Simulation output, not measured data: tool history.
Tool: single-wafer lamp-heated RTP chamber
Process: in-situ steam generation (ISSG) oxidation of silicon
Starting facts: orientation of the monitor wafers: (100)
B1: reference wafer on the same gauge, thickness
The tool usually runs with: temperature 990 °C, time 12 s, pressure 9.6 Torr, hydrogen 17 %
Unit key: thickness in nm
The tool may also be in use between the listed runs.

run 1 day=0.000 | temperature=990 time=12 pressure=8.7 hydrogen=17 | B1=4.251 | thickness=3.688
run 2 day=2.200 | temperature=990 time=12 pressure=8.7 hydrogen=17 | B1=4.247 | thickness=3.701
run 3 day=3.000 | temperature=990 time=12 pressure=9.6 hydrogen=17 | B1=4.256 | thickness=3.683
run 4 day=3.892 | temperature=990 time=12 pressure=9.6 hydrogen=17 | B1=4.248 | thickness=3.665
run 5 day=6.142 | temperature=990 time=12 pressure=9.6 hydrogen=17 | B1=4.253 | thickness=3.673
-- day=7.883 hydrogen flow controller replaced
run 6 day=7.950 | temperature=990 time=12 pressure=9.6 hydrogen=17 | B1=4.247 | thickness=3.681
run 7 day=8.783 | temperature=990 time=12 pressure=9.6 hydrogen=17 | B1=4.254 | thickness=3.686
run 8 day=9.358 | temperature=990 time=12 pressure=9.6 hydrogen=17 | B1=4.253 | thickness=3.677
run 9 day=9.962 | temperature=990 time=12 pressure=9.3 hydrogen=17 | B1=4.252 | thickness=3.711
run 10 day=11.025 | temperature=990 time=12 pressure=9.3 hydrogen=17 | B1=4.251 | thickness=3.694
run 11 day=11.950 | temperature=990 time=12 pressure=9.6 hydrogen=17 | B1=4.252 | thickness=3.704
run 12 day=13.300 | temperature=990 time=12 pressure=9.6 hydrogen=11 | B1=4.246 | thickness=3.340
run 13 day=13.829 | temperature=996 time=15 pressure=9.6 hydrogen=17 | B1=4.247 | thickness=4.181
-- day=14.821 pressure gauge zeroed
run 14 day=14.842 | temperature=1002 time=12 pressure=9.6 hydrogen=11 | B1=4.256 | thickness=3.520
run 15 day=15.154 | temperature=990 time=12 pressure=9.6 hydrogen=17 | B1=4.251 | thickness=3.692
-- day=15.529 pyrometer window cleaned and pyrometer calibrated
run 16 day=16.521 | temperature=990 time=12 pressure=9.6 hydrogen=17 | B1=4.251 | thickness=3.643
run 17 day=17.842 | temperature=990 time=12 pressure=9.3 hydrogen=17 | B1=4.249 | thickness=3.632
run 18 day=19.133 | temperature=978 time=10 pressure=9.6 hydrogen=24 | B1=4.252 | thickness=3.525
run 19 day=20.254 | temperature=990 time=16 pressure=9.6 hydrogen=17 | B1=4.248 | thickness=4.118
run 20 day=21.433 | temperature=976 time=8 pressure=10.2 hydrogen=26 | B1=4.248 | thickness=3.257
-- day=21.450 gauge calibrated
run 21 day=21.992 | temperature=990 time=12 pressure=9.1 hydrogen=17 | B1=4.251 | thickness=3.653
run 22 day=23.446 | temperature=990 time=12 pressure=9.6 hydrogen=17 | B1=4.248 | thickness=3.637
run 23 day=24.946 | temperature=990 time=12 pressure=9.6 hydrogen=17 | B1=4.251 | thickness=3.656
run 24 day=25.954 | temperature=990 time=12 pressure=9.6 hydrogen=17 | B1=4.254 | thickness=3.640
run 25 day=26.808 | temperature=999 time=16 pressure=10.2 hydrogen=21 | B1=4.247 | thickness=4.436
run 26 day=27.462 | temperature=990 time=12 pressure=8.2 hydrogen=17 | B1=4.251 | thickness=3.694
run 27 day=28.488 | temperature=972 time=12 pressure=9.6 hydrogen=17 | B1=4.250 | thickness=3.423
run 28 day=29.362 | temperature=982 time=12 pressure=10.2 hydrogen=14 | B1=4.253 | thickness=3.355
run 29 day=29.888 | temperature=976 time=12 pressure=10.0 hydrogen=17 | B1=4.245 | thickness=3.463
run 30 day=31.275 | temperature=978 time=14 pressure=9.6 hydrogen=17 | B1=4.250 | thickness=3.753
run 31 day=31.796 | temperature=990 time=12 pressure=8.7 hydrogen=17 | B1=4.254 | thickness=3.681
run 32 day=33.258 | temperature=976 time=14 pressure=8.8 hydrogen=25 | B1=4.257 | thickness=4.130

Predict each of these 3 candidate next runs independently; none follows another, all start after run 32:
run A day=33.279 | temperature=990 time=12 pressure=9.2 hydrogen=17 | B1=? | thickness=?
run B day=33.279 | temperature=976 time=16 pressure=8.4 hydrogen=26 | B1=? | thickness=?
run C day=33.279 | temperature=999 time=10 pressure=9.6 hydrogen=23 | B1=? | thickness=?

run=A B1=4.248 thickness=3.671
run=B B1=4.248 thickness=4.417
run=C B1=4.248 thickness=3.736
With the hidden condition removed and each run's random variation left untouched, the same runs would have given:
run=A thickness=3.654
run=B thickness=4.397
run=C thickness=3.718
